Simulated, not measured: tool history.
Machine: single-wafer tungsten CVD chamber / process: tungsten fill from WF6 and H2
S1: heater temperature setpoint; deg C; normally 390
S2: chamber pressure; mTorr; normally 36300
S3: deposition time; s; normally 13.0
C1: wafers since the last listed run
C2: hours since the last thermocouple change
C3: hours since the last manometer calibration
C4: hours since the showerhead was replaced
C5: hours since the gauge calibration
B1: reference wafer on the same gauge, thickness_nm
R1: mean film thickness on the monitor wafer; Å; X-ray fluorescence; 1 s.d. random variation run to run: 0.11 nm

| run | hour | S1 | S2 | S3 | C1 | C2 | C3 | C4 | C5 | B1 | R1 |
|---|---|---|---|---|---|---|---|---|---|---|---|
| 1 | 0.0 | 383 | 36300 | 13.8 | 0 | 577.3 | 927.0 | 6759.3 | 269.1 | 34.106 | 286.79 |
| 2 | 50.6 | 383 | 36300 | 13.8 | 1179 | 627.9 | 977.6 | 6809.9 | 319.7 | 34.115 | 285.97 |
| 3 | 112.1 | 390 | 36300 | 13.0 | 1433 | 689.4 | 1039.1 | 6871.4 | 381.2 | 34.102 | 313.90 |
| 4 | 158.2 | 390 | 40600 | 13.0 | 1074 | 735.5 | 1085.2 | 6917.5 | 427.3 | 34.089 | 334.58 |
| 5 | 208.2 | 390 | 40600 | 13.0 | 1165 | 785.5 | 1135.2 | 6967.5 | 477.3 | 34.107 | 334.57 |
| 6 | 245.9 | 390 | 36300 | 14.9 | 878 | 823.2 | 1172.9 | 7005.2 | 515.0 | 34.074 | 357.52 |
|  | 308.4 | capacitance manometer re-zeroed and calibrated |
| 7 | 308.9 | 390 | 36300 | 14.9 | 1282 | 886.2 | 0.5 | 7068.2 | 578.0 | 34.080 | 354.94 |
|  | 368.3 | showerhead replaced |
| 8 | 375.1 | 390 | 36300 | 14.9 | 1356 | 952.4 | 66.7 | 6.8 | 644.2 | 34.112 | 353.23 |
| 9 | 425.8 | 390 | 36300 | 13.0 | 1181 | 1003.1 | 117.4 | 57.5 | 694.9 | 34.116 | 307.49 |
| 10 | 463.2 | 390 | 36300 | 13.0 | 871 | 1040.5 | 154.8 | 94.9 | 732.3 | 34.127 | 304.87 |
| 11 | 499.9 | 390 | 36300 | 13.0 | 855 | 1077.2 | 191.5 | 131.6 | 769.0 | 34.119 | 304.81 |
| 12 | 527.6 | 390 | 30500 | 14.2 | 645 | 1104.9 | 219.2 | 159.3 | 796.7 | 34.087 | 299.24 |
|  | 539.5 | thermocouple changed; heater temperature recalibrated |
|  | 558.3 | gauge calibrated |
| 13 | 571.8 | 390 | 36300 | 11.3 | 843 | 32.3 | 263.4 | 203.5 | 13.5 | 34.102 | 254.86 |
| 14 | 632.3 | 379 | 30800 | 11.2 | 1410 | 92.8 | 323.9 | 264.0 | 74.0 | 34.068 | 175.15 |
| 15 | 664.6 | 382 | 31200 | 14.8 | 752 | 125.1 | 356.2 | 296.3 | 106.3 | 34.107 | 252.38 |
| 16 | 718.6 | 390 | 36300 | 13.0 | 1258 | 179.1 | 410.2 | 350.3 | 160.3 | 34.120 | 293.72 |
| 17 | 745.7 | 390 | 36300 | 13.0 | 631 | 206.2 | 437.3 | 377.4 | 187.4 | 34.116 | 294.55 |
|  | 754.9 | thermocouple changed; heater temperature recalibrated, repeated, since the last time left the tool worse |
| 18 | 800.9 | 399 | 39100 | 15.3 | 1100 | 46.0 | 492.5 | 432.6 | 242.6 | 34.088 | 471.76 |
| 19 | 1003.9 | 390 | 31300 | 13.0 | 4732 | 249.0 | 695.5 | 635.6 | 445.6 | 34.099 | 285.98 |

Branching from run 19: 4 alternative next runs. What would each branch give?
| A | 1004.3 | 390 | 36300 | 11.1 | 9 | 249.4 | 695.9 | 636.0 | 446.0 | ? | ? |
| B | 1004.3 | 376 | 36300 | 13.0 | 9 | 249.4 | 695.9 | 636.0 | 446.0 | ? | ? |
| C | 1004.3 | 402 | 39800 | 14.6 | 9 | 249.4 | 695.9 | 636.0 | 446.0 | ? | ? |
| D | 1004.3 | 403 | 36300 | 11.2 | 9 | 249.4 | 695.9 | 636.0 | 446.0 | ? | ? |

| run | B1 | R1 |
|---|---|---|
| A | 34.110 | 270.34 |
| B | 34.110 | 229.71 |
| C | 34.110 | 485.30 |
| D | 34.110 | 358.85 |
Without the tool's hidden state the same runs would have given:
| run | R1 |
|---|---|
| A | 271.92 |
| B | 231.14 |
| C | 487.86 |
| D | 360.74 |

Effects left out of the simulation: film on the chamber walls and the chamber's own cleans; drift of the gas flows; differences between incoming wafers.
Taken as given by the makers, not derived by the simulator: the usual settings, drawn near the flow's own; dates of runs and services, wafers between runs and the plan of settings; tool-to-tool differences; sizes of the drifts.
